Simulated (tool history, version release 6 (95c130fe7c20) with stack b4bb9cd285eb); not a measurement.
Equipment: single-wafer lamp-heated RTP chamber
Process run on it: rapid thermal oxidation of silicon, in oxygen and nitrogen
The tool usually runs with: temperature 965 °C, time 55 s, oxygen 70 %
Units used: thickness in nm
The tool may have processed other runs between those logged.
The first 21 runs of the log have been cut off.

run,day,temperature,time,oxygen,wafers since the last listed run,wafers since the last pyrometer calibration,hours since the oxygen flow controller was replaced,hours since the gauge calibration,"read-back reference wafer on the same gauge, thickness",thickness
22,23.212,965,46,70,48,1628,6.6,232.3,4.532,3.982
23,24.017,965,43,70,152,1781,25.9,251.6,4.544,3.912
24,25.400,982,32,70,262,2043,59.1,284.8,4.532,3.912
25,26.738,936,29,43,253,2297,91.2,316.9,4.546,2.731
26,27.300,951,29,62,106,2404,104.7,330.4,4.532,3.070
27,28.142,977,79,88,159,2564,124.9,350.6,4.542,5.885
28,28.742,965,55,70,113,2678,139.3,365.0,4.547,4.313
29,29.429,990,55,96,130,2808,155.8,381.5,4.542,5.707
30,30.171,965,55,70,140,2949,173.6,399.3,4.536,4.368
31,30.788,936,43,95,117,3066,188.4,414.1,4.543,3.567
32,31.696,979,55,70,172,3238,210.2,435.9,4.539,4.758

Forecast each of these 4 alternatives for the next run:
A,31.712,946,55,70,3,3241,210.6,436.3,?,?
B,31.712,965,72,70,3,3241,210.6,436.3,?,?
C,31.712,965,70,70,3,3241,210.6,436.3,?,?
D,31.712,955,55,90,3,3241,210.6,436.3,?,?

run,"read-back reference wafer on the same gauge, thickness",thickness
A,4.553,3.828
B,4.553,4.839
C,4.553,4.783
D,4.553,4.373
Without the tool's unlogged condition, the same runs would have read:
run,thickness
A,3.754
B,4.733
C,4.679
D,4.280

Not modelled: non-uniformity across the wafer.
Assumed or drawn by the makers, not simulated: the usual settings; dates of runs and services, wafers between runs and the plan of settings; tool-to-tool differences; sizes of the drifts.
